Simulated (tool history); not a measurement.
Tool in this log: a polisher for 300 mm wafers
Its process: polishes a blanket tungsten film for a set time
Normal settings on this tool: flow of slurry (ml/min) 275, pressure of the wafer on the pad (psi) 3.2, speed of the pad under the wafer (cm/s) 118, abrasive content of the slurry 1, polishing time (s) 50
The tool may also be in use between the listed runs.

run	day	flow of slurry (ml/min)	pressure of the wafer on the pad (psi)	speed of the pad under the wafer (cm/s)	abrasive content of the slurry	polishing time (s)	wafers since the last listed run	wafers polished on this pad	hours since the slurry nozzle was cleaned	hours since the head pressure was calibrated	hours since the slurry blender was calibrated	hours since the slurry got fresh peroxide	incoming thickness of the incoming film, nm	film removed (nm)
1	0	275	3.2	118	1	50	0	1722	36.1	169.6	107.7	151.2	1429.3	255.1
2	0.679	275	3.2	118	1	50	190	1912	52.4	185.9	124	167.5	1438.4	255
# day 0.779: slurry tank refilled with fresh slurry and peroxide
3	1.221	275	3.2	118	1	50	140	2053	65.4	198.9	137	10.6	1424	255.9
# day 1.562: worn pad replaced by a new one
4	1.792	275	3.2	118	1	44	113	64	79.1	212.6	150.7	24.3	1411.9	228.4
5	3.279	275	3.2	118	1	44	417	481	114.8	248.3	186.4	60	1419.6	225.1
6	3.954	275	3.2	118	1	44	189	671	131	264.5	202.6	76.2	1412	225
# day 4.612: slurry blender recalibrated
7	4.638	275	3.2	118	1.1	50	168	840	147.4	280.9	0.6	92.6	1429.8	266.5
8	7.675	195	3.2	118	0.9	37	853	1693	220.3	353.8	73.5	165.5	1453.3	174.5
# day 8.517: slurry tank refilled with fresh slurry and peroxide
9	8.538	275	2.6	148	1	50	230	1923	241	374.5	94.2	0.5	1414.2	272.3
# day 9.108: worn pad replaced by a new one
10	9.921	275	3.2	118	1	64	341	227	274.2	407.7	127.4	33.7	1426.4	332.9
11	10.575	315	3.2	96	1.25	59	183	411	289.9	423.4	143.1	49.4	1438.3	288.5
# day 11.762: slurry blender recalibrated
# day 11.896: head pressure recalibrated
12	11.979	215	3.2	118	1	50	347	759	323.6	2	5.2	83.1	1440.7	237.5
13	12.8	275	3.2	118	0.8	35	230	989	343.3	21.7	24.9	102.8	1426.4	162.3
14	13.508	235	4.1	92	1	50	198	1188	360.3	38.7	41.9	119.8	1399.9	245.4
15	14.879	275	3.2	118	1	50	385	1573	393.2	71.6	74.8	152.7	1431	256.5
16	15.783	245	3.2	118	1.25	50	253	1827	414.9	93.3	96.5	174.4	1434.6	270.9
# day 16.067: worn pad replaced by a new one
# day 16.317: slurry tank refilled with fresh slurry and peroxide
17	17.238	185	3.2	156	1	50	349	316	449.8	128.2	131.4	22.1	1440.1	292.4
# day 18.2: slurry nozzle cleaned
18	18.433	275	4.2	118	1	50	324	640	5.6	156.9	160.1	50.8	1441.3	323.5
19	19.592	275	3.2	118	1	50	325	966	33.4	184.7	187.9	78.6	1441.5	257.6
20	20.375	275	3.2	118	1	50	220	1186	52.2	203.5	206.7	97.4	1429.7	258.8
# day 20.521: slurry blender recalibrated
21	20.888	275	3.2	118	1	50	120	1306	64.5	215.8	8.8	109.7	1408.7	261.8
22	21.675	275	3.2	118	1	50	221	1527	83.4	234.7	27.7	128.6	1407.6	261.3
23	23.058	275	2.9	98	1	64	388	1916	116.6	267.9	60.9	161.8	1415.2	272.6
# day 23.55: slurry tank refilled with fresh slurry and peroxide
24	24.279	300	4.2	118	1	55	331	2247	145.9	297.2	90.2	17.5	1413	360.8
# day 24.746: worn pad replaced by a new one
25	25.358	275	3.2	118	0.8	50	256	171	171.8	323.1	116.1	43.4	1418	246.1

5 ways to go on from here, each from the tool as it stands after run 25. What would each give?
A	25.375	275	3.2	118	1	50	4	176	172.2	323.5	116.5	43.8	1445.7	?
B	25.375	325	3.2	118	1	62	4	176	172.2	323.5	116.5	43.8	1445.7	?
C	25.375	355	3.2	118	1	36	4	176	172.2	323.5	116.5	43.8	1445.7	?
D	25.375	275	2.3	118	1	50	4	176	172.2	323.5	116.5	43.8	1445.7	?
E	25.375	220	3.8	118	0.85	59	4	176	172.2	323.5	116.5	43.8	1445.7	?

run	film removed (nm)
A	263.7
B	333.7
C	195.5
D	209.2
E	322.4
The same runs, with their run-to-run variation unchanged, on a tool lacking any hidden condition would have given:
run	film removed (nm)
A	243
B	307.6
C	180.2
D	192.8
E	297.1
